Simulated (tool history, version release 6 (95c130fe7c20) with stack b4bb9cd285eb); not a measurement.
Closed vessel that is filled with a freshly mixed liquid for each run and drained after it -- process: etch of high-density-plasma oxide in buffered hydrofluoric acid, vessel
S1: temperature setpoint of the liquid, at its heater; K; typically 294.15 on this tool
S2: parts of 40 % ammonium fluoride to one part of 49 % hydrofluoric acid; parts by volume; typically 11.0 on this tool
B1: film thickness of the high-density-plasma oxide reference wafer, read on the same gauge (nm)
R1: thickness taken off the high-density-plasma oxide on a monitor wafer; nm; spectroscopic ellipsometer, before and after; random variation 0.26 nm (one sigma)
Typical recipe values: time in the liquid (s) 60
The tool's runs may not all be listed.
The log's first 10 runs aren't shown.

{"run": 11, "hour": 545.9, "S1": 292.15, "S2": 11.0, "time in the liquid (s)": 60, "B1": 100.02, "R1": 52.03}
{"run": 12, "hour": 578.6, "S1": 292.15, "S2": 11.0, "time in the liquid (s)": 60, "B1": 100.03, "R1": 51.61}
{"hour": 598.1, "done": "gauge calibrated"}
{"run": 13, "hour": 605.1, "S1": 294.15, "S2": 11.0, "time in the liquid (s)": 60, "B1": 99.98, "R1": 57.78}
{"run": 14, "hour": 646.0, "S1": 294.15, "S2": 11.0, "time in the liquid (s)": 60, "B1": 99.97, "R1": 57.37}
{"hour": 685.8, "done": "hydrofluoric acid flow meter replaced"}
{"run": 15, "hour": 715.0, "S1": 297.65, "S2": 11.0, "time in the liquid (s)": 55, "B1": 100.03, "R1": 64.17}
{"run": 16, "hour": 741.7, "S1": 294.15, "S2": 15.0, "time in the liquid (s)": 60, "B1": 100.02, "R1": 42.71}
{"hour": 785.6, "done": "thermometer replaced"}
{"run": 17, "hour": 790.0, "S1": 294.15, "S2": 8.5, "time in the liquid (s)": 60, "B1": 100.07, "R1": 71.24}
{"run": 18, "hour": 841.0, "S1": 298.65, "S2": 8.5, "time in the liquid (s)": 75, "B1": 100.02, "R1": 113.18}
{"run": 19, "hour": 894.0, "S1": 290.15, "S2": 12.5, "time in the liquid (s)": 60, "B1": 99.99, "R1": 39.97}
{"run": 20, "hour": 960.0, "S1": 294.15, "S2": 11.0, "time in the liquid (s)": 60, "B1": 99.99, "R1": 56.52}
{"run": 21, "hour": 1025.2, "S1": 298.15, "S2": 7.0, "time in the liquid (s)": 80, "B1": 100.0, "R1": 145.44}
{"run": 22, "hour": 1087.1, "S1": 296.15, "S2": 15.0, "time in the liquid (s)": 85, "B1": 100.01, "R1": 66.56}
{"run": 23, "hour": 1148.8, "S1": 290.15, "S2": 9.0, "time in the liquid (s)": 85, "B1": 100.02, "R1": 75.02}
{"run": 24, "hour": 1179.7, "S1": 290.15, "S2": 14.5, "time in the liquid (s)": 70, "B1": 100.05, "R1": 40.42}
{"hour": 1200.9, "done": "thermometer replaced, repeated, since the last time left the tool worse"}
{"run": 25, "hour": 1230.4, "S1": 294.15, "S2": 7.5, "time in the liquid (s)": 60, "B1": 99.96, "R1": 84.98}
{"run": 26, "hour": 1288.9, "S1": 294.15, "S2": 11.0, "time in the liquid (s)": 60, "B1": 100.05, "R1": 59.28}
{"run": 27, "hour": 1337.8, "S1": 292.65, "S2": 8.0, "time in the liquid (s)": 45, "B1": 100.01, "R1": 54.64}
{"run": 28, "hour": 1385.9, "S1": 294.15, "S2": 11.0, "time in the liquid (s)": 60, "B1": 100.0, "R1": 59.88}
{"run": 29, "hour": 1444.2, "S1": 292.15, "S2": 12.5, "time in the liquid (s)": 50, "B1": 100.01, "R1": 38.87}
{"run": 30, "hour": 1481.2, "S1": 296.15, "S2": 11.0, "time in the liquid (s)": 60, "B1": 100.0, "R1": 65.56}
{"hour": 1509.4, "done": "hydrofluoric acid flow meter replaced"}
{"run": 31, "hour": 1541.0, "S1": 297.15, "S2": 11.0, "time in the liquid (s)": 85, "B1": 100.01, "R1": 98.28}
{"run": 32, "hour": 1590.2, "S1": 291.15, "S2": 15.0, "time in the liquid (s)": 60, "B1": 99.97, "R1": 36.83}

3 options for the next run, each taken on its own from the tool as it stands now. Forecast them:
{"run": "A", "hour": 1590.9, "S1": 294.15, "S2": 11.0, "time in the liquid (s)": 30, "B1": "?", "R1": "?"}
{"run": "B", "hour": 1590.9, "S1": 290.15, "S2": 11.0, "time in the liquid (s)": 60, "B1": "?", "R1": "?"}
{"run": "C", "hour": 1590.9, "S1": 292.15, "S2": 11.0, "time in the liquid (s)": 70, "B1": "?", "R1": "?"}

run=A B1=100.02 R1=29.54
run=B B1=100.02 R1=47.14
run=C B1=100.02 R1=61.61
With no hidden state in the tool, these same runs would have given:
run=A R1=29.79
run=B R1=47.55
run=C R1=62.14
